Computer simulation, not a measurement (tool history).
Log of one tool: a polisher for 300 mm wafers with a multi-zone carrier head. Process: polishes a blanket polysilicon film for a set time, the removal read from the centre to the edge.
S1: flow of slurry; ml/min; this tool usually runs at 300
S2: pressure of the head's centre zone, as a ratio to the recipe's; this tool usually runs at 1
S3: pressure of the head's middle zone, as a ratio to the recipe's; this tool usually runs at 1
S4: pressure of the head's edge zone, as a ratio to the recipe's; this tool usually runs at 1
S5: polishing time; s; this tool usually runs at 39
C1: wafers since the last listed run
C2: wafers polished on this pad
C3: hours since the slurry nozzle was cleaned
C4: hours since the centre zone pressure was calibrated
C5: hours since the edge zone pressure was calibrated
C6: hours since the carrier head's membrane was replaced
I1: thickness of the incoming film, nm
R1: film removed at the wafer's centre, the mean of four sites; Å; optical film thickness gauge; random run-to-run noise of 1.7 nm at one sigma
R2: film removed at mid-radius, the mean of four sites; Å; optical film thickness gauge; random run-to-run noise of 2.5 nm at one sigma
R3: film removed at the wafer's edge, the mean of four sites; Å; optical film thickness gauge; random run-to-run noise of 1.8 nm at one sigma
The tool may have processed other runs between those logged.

run   hour   S1    S2    S3    S4  S5    C1    C2     C3      C4     C5      C6      I1    R1    R2    R3
  1      0  300     1  0.93     1  39     0  1391   21.3   822.4   45.7  1157.1  1637.9  1866  1758  1897
  2     25  300     1  0.93     1  39   404  1796   46.3   847.4   70.7  1182.1  1630.3  1867  1700  1854
     105.2  -- worn pad replaced by a new one
       109  -- carrier head's membrane replaced by a new one
  3  117.5  300     1     1     1  39  1372   137  138.8   939.9  163.2     8.5  1664.3  1922  1946  1910
  4  133.7  300     1     1     1  39   262   399    155   956.1  179.4    24.7  1663.5  1835  1827  1873
  5  157.5  300     1     1     1  39   385   785  178.8   979.9  203.2    48.5  1676.4  1811  1831  1839
  6  186.9  245     1  0.96  0.97  26   476  1261  208.2  1009.3  232.6    77.9  1658.9  1161  1120  1181
  7  202.5  370  0.93     1     1  39   252  1514  223.8  1024.9  248.2    93.5  1648.8  1771  1881  1839
  8  230.7  300  0.95     1     1  39   456  1970    252  1053.1  276.4   121.7    1645  1703  1786  1772
  9  263.3  300     1     1     1  39   528  2498  284.6  1085.7    309   154.3    1686  1745  1772  1776
     287.8  -- slurry nozzle cleaned
     295.9  -- worn pad replaced by a new one
 10  297.2  300     1  1.05     1  39   468    21    9.4  1119.6  342.9   188.2    1692  1980  2049  1919
 11  310.7  300     1     1     1  39   218   239   22.9  1133.1  356.4   201.7  1649.9  1927  1919  1917
 12  326.5  300  0.96     1     1  34   255   495   38.7  1148.9  372.2   217.5  1683.4  1609  1684  1659
 13  343.8  300  1.08     1   1.1  51   280   775     56  1166.2  389.5   234.8  1677.8  2659  2448  2590
 14  371.6  300     1     1     1  39   450  1226   83.8    1194  417.3   262.6  1653.5  1860  1893  1893
     390.1  -- centre zone pressure recalibrated
 15  398.6  385     1     1     1  39   404  1631  110.8     8.5  444.3   289.6  1665.3  1913  1865  1883
 16  420.1  220     1  0.94     1  39   348  1979  132.3      30  465.8   311.1  1678.2  1762  1644  1765
 17  435.1  300     1     1     1  39   242  2222  147.3      45  480.8   326.1  1647.9  1848  1837  1836
 18  456.6  300     1     1     1  39   348  2570  168.8    66.5  502.3   347.6  1672.6  1808  1842  1851
 19    471  300     1     1     1  43   233  2803  183.2    80.9  516.7     362  1664.2  1982  1999  2005
     495.7  -- worn pad replaced by a new one
 20    506  300  1.03  0.91     1  28   502   166  218.2   115.9  551.7     397  1658.9  1382  1246  1335
     534.9  -- slurry nozzle cleaned
 21  540.9  300  1.08     1   1.1  51   549   715      6   150.8  586.6   431.9  1656.9  2657  2536  2601
 22  561.4  300     1     1  1.07  39   332  1047   26.5   171.3  607.1   452.4  1672.4  1881  1913  1949
 23  578.8  300     1     1     1  39   281  1329   43.9   188.7  624.5   469.8    1694  1891  1886  1873

Had the tool no unlogged condition, and each run kept its random variation, what would the results have been?
Unlogged tool condition in this case: removal rate lost through wear of the pad, %; slurry flow missing at the pad, %; deviation of the centre zone's pressure from its setpoint, %; deviation of the edge zone's pressure from its setpoint, %.
run    R1    R2    R3
  1  1962  1846  1986
  2  1979  1798  1954
  3  2014  2031  1977
  4  1946  1930  1961
  5  1952  1964  1951
  6  1286  1232  1279
  7  1932  2043  1976
  8  1903  1981  1936
  9  1979  1993  1961
 10  1997  2066  1932
 11  1965  1956  1951
 12  1658  1734  1704
 13  2766  2544  2685
 14  1960  1991  1984
 15  2026  1972  1984
 16  1904  1771  1886
 17  1989  1971  1958
 18  1957  1988  1983
 19  2155  2166  2154
 20  1458  1308  1388
 21  2732  2606  2672
 22  1951  1984  2018
 23  1975  1969  1951

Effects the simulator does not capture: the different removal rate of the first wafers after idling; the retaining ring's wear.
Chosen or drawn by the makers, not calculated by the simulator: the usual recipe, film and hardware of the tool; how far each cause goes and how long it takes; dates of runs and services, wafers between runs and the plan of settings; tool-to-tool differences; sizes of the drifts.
